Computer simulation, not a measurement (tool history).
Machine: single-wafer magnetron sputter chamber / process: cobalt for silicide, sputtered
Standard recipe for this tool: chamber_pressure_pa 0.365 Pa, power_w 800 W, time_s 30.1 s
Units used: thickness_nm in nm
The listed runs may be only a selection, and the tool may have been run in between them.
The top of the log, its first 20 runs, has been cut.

run	hour	chamber_pressure_pa	power_w	time_s	read-back reference wafer on the same gauge, thickness_nm	thickness_nm
21	490.7	0.221	900	24.6	12.087	11.683
22	516.9	0.365	800	35.7	12.085	14.491
# hour 531.3: gauge calibrated
# hour 542.7: capacitance manometer re-zeroed and calibrated
23	552.2	0.365	800	27.4	12.111	11.076
# hour 575.8: sputter target and shields replaced
24	576.3	0.365	800	25	12.102	10.491
25	594.5	0.506	800	30.1	12.123	12.015
26	609.2	0.365	800	30.1	12.11	12.42
27	629.4	0.245	850	24.2	12.118	10.81
28	658.5	0.469	800	35.7	12.096	14.242
29	686.9	0.508	700	30.1	12.095	10.334
30	709.8	0.365	700	24.8	12.105	8.797
31	745.2	0.224	600	28.6	12.109	9.048
32	813	0.365	800	30.1	12.092	12.108
33	827.6	0.365	800	30.1	12.079	12.164
# hour 842.4: sputter target and shields replaced
34	846.6	0.292	800	35	12.105	15.08

Forecast each of these 4 alternatives for the next run:
A	847	0.365	800	30.1	?	?
B	847	0.365	800	35.3	?	?
C	847	0.448	650	25.4	?	?
D	847	0.365	700	30.1	?	?

run	read-back reference wafer on the same gauge, thickness_nm	thickness_nm
A	12.095	12.571
B	12.095	14.743
C	12.095	8.43
D	12.095	11
Stripped of hidden state, with their random variation kept, the same runs would have yielded:
run	thickness_nm
A	12.63
B	14.811
C	8.469
D	11.051
